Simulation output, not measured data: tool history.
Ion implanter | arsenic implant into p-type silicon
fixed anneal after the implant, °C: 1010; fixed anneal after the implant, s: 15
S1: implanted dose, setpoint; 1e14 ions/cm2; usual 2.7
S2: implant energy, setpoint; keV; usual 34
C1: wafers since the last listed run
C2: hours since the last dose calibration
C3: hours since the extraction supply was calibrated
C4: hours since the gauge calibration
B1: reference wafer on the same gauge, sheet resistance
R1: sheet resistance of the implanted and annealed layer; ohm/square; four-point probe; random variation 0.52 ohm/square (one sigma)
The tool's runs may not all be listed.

run	hour	S1	S2	C1	C2	C3	C4	B1	R1
1	0	2.7	25.5	0	713.8	1632.7	250.9	380.06	360.15
2	71.9	2.7	25.5	1537	785.7	1704.6	322.8	380.01	359.71
3	134.4	2.7	25.5	1336	848.2	1767.1	385.3	380.05	359.01
4	205.9	2.47	34	1528	919.7	1838.6	456.8	379.95	366.76
5	249.7	2.53	34	936	963.5	1882.4	500.6	379.82	360.62
6	292.3	2.53	34	910	1006.1	1925	543.2	379.98	358.81
7	339.1	2.53	34	1000	1052.9	1971.8	590	380.08	359.18
8	393.1	2.96	28.5	1154	1106.9	2025.8	644	380.1	326.71
9	435.4	2.7	34	904	1149.2	2068.1	686.3	380.07	340.36
# hour 457.2: Faraday cup replaced and dose calibrated
10	478.6	3.5	31	752	21.4	2111.3	729.5	380.01	289.83
11	503.4	3.09	26.5	530	46.2	2136.1	754.3	379.95	326.14

The next listed run, before its measurement:
# hour 536.6: gauge calibrated
12	567.2	3.3	23	1364	110	2199.9	30.6	?	?

B1: 380.14
R1: 316.84 ohm/square
Without the tool's hidden state the same run would have given R1 317 ohm/square.
